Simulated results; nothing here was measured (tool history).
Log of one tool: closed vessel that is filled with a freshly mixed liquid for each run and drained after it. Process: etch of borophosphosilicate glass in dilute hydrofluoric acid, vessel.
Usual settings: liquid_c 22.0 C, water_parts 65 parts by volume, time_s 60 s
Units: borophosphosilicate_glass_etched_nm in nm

| run | hour | liquid_c | water_parts | time_s | read-back film thickness of the borophosphosilicate glass reference wafer, read on the same gauge (nm) | borophosphosilicate_glass_etched_nm |
|---|---|---|---|---|---|---|
| 1 | 0.0 | 22.0 | 65 | 70 | 140.01 | 50.21 |
| 2 | 44.3 | 22.0 | 65 | 60 | 140.01 | 42.45 |
| 3 | 146.8 | 22.0 | 65 | 60 | 139.97 | 41.58 |
|  | 363.8 | thermometer replaced |
| 4 | 453.8 | 20.5 | 65 | 45 | 140.00 | 30.59 |
| 5 | 515.8 | 20.5 | 65 | 45 | 140.01 | 29.64 |
| 6 | 594.9 | 22.0 | 65 | 60 | 139.98 | 41.93 |
|  | 604.1 | hydrofluoric acid flow meter replaced |
| 7 | 701.4 | 22.0 | 65 | 60 | 140.00 | 44.13 |
|  | 743.2 | gauge calibrated |
| 8 | 752.0 | 22.0 | 65 | 60 | 140.00 | 44.04 |
| 9 | 826.8 | 19.0 | 85 | 85 | 140.00 | 40.43 |

Run 10 comes next. What will it give?
| 10 | 912.9 | 22.0 | 50 | 60 | ? | ? |

read-back film thickness of the borophosphosilicate glass reference wafer, read on the same gauge (nm): 140.02
borophosphosilicate_glass_etched_nm: 56.45 nm
Without the tool's hidden state the same run would have given borophosphosilicate_glass_etched_nm 61.88 nm.
